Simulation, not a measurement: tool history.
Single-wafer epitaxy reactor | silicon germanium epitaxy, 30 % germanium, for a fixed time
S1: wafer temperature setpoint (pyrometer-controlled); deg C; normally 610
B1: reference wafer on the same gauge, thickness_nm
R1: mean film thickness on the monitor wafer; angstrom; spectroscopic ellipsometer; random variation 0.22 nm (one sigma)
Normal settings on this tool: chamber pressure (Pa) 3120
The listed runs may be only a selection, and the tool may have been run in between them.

Run 1, day 0.000: usual settings; B1 79.434. Result: R1 709.43 angstrom.
Run 2, day 3.525: usual settings but chamber pressure (Pa) 3693; B1 79.338. Result: R1 737.73 angstrom.
At day 5.333: capacitance manometer re-zeroed and calibrated.
Run 3, day 6.817: usual settings but chamber pressure (Pa) 2733; B1 79.169. Result: R1 684.35 angstrom.
Run 4, day 11.050: usual settings but chamber pressure (Pa) 2733; B1 79.307. Result: R1 681.48 angstrom.
At day 11.538: pyrometer calibrated.
Run 5, day 13.879: usual settings but S1 603 deg C; B1 79.341. Result: R1 633.26 angstrom.
Run 6, day 16.888: usual settings; B1 79.310. Result: R1 715.02 angstrom.
Run 7, day 20.933: usual settings; B1 79.231. Result: R1 716.56 angstrom.
Run 8, day 23.546: usual settings but S1 606 deg C, chamber pressure (Pa) 2600; B1 79.184. Result: R1 638.60 angstrom.
Run 9, day 25.112: usual settings but S1 606 deg C, chamber pressure (Pa) 2600; B1 79.430. Result: R1 635.62 angstrom.
Run 10, day 27.467: usual settings; B1 79.368. Result: R1 718.89 angstrom.
Run 11, day 29.708: usual settings but S1 618 deg C, chamber pressure (Pa) 2573; B1 79.314. Result: R1 786.77 angstrom.
Run 12, day 31.450: usual settings; B1 79.274. Result: R1 716.10 angstrom.
Run 13, day 35.617: usual settings; B1 79.371. Result: R1 713.90 angstrom.
Run 14, day 38.854: usual settings; B1 79.277. Result: R1 712.32 angstrom.
Run 15, day 42.138: usual settings but S1 616 deg C, chamber pressure (Pa) 3360; B1 79.339. Result: R1 808.05 angstrom.
Run 16, day 45.012: usual settings but S1 616 deg C, chamber pressure (Pa) 3586; B1 79.402. Result: R1 819.42 angstrom.
Run 17, day 47.512: usual settings but S1 601 deg C, chamber pressure (Pa) 3560; B1 79.252. Result: R1 621.23 angstrom.
At day 48.942: showerhead replaced.
At day 51.362: pyrometer calibrated.
Run 18, day 51.738: usual settings; B1 79.317. Result: R1 718.95 angstrom.
At day 54.321: capacitance manometer re-zeroed and calibrated.
Run 19, day 54.342: usual settings; B1 79.334. Result: R1 715.62 angstrom.
Run 20, day 57.417: usual settings but S1 597 deg C, chamber pressure (Pa) 2533; B1 79.248. Result: R1 529.90 angstrom.
Run 21, day 61.346: usual settings but chamber pressure (Pa) 3520; B1 79.324. Result: R1 738.93 angstrom.
At day 61.808: gauge calibrated.
Run 22, day 64.033: usual settings but S1 618 deg C; B1 79.246. Result: R1 827.61 angstrom.
Run 23, day 65.704: usual settings but S1 599 deg C, chamber pressure (Pa) 2466; B1 79.312. Result: R1 549.17 angstrom.
Run 24, day 69.521: usual settings but S1 599 deg C, chamber pressure (Pa) 2533; B1 79.282. Result: R1 556.53 angstrom.
Run 25, day 73.358: usual settings but S1 598 deg C; B1 79.244. Result: R1 570.35 angstrom.
Run 26, day 75.262: usual settings; B1 79.266. Result: R1 708.57 angstrom.
Run 27, day 78.100: usual settings; B1 79.369. Result: R1 713.58 angstrom.
Run 28, day 81.933: usual settings but S1 600 deg C, chamber pressure (Pa) 3813; B1 79.293. Result: R1 622.00 angstrom.
Run 29, day 84.558: usual settings but S1 597 deg C, chamber pressure (Pa) 2826; B1 79.292. Result: R1 542.69 angstrom.
Run 30, day 87.408: usual settings but S1 600 deg C, chamber pressure (Pa) 2440; B1 79.328. Result: R1 551.95 angstrom.
Run 31, day 90.133: usual settings; B1 79.363. Result: R1 705.82 angstrom.
At day 93.621: pyrometer calibrated.
Run 32, day 93.642: usual settings but S1 617 deg C, chamber pressure (Pa) 3600; B1 79.395. Result: R1 845.39 angstrom.
Run 33, day 96.625: usual settings but S1 598 deg C, chamber pressure (Pa) 2573; B1 79.229. Result: R1 547.06 angstrom.
Run 34, day 98.162: usual settings but chamber pressure (Pa) 2386; B1 79.444. Result: R1 671.37 angstrom.
Run 35, day 100.500: usual settings but S1 601 deg C, chamber pressure (Pa) 3773; B1 79.321. Result: R1 637.69 angstrom.

For each run, the measured value with the value that run would have given without the tool's hidden condition subtracted. The run-to-run variation is shared by both, the gauge scatter possibly not:
What the log doesn't record here: wafer temperature above the value expected at the setpoint (K); true pressure above the setpoint (%); gauge reads high (%).
run      R1
  1   -7.32
  2   -9.40
  3  -10.47
  4  -12.92
  5   +0.23
  6   +0.07
  7   -0.43
  8   -0.81
  9   -1.10
 10   -1.82
 11   -2.63
 12   -3.00
 13   -4.52
 14   -5.90
 15   -8.38
 16  -10.24
 17   -9.34
 18   -0.52
 19   -0.59
 20   -0.63
 21   -1.39
 22   -2.11
 23   -1.76
 24   -2.61
 25   -3.73
 26   -5.24
 27   -6.47
 28   -7.42
 29   -7.62
 30   -9.01
 31  -12.96
 32   -0.47
 33   -0.38
 34   -0.54
 35   -0.72

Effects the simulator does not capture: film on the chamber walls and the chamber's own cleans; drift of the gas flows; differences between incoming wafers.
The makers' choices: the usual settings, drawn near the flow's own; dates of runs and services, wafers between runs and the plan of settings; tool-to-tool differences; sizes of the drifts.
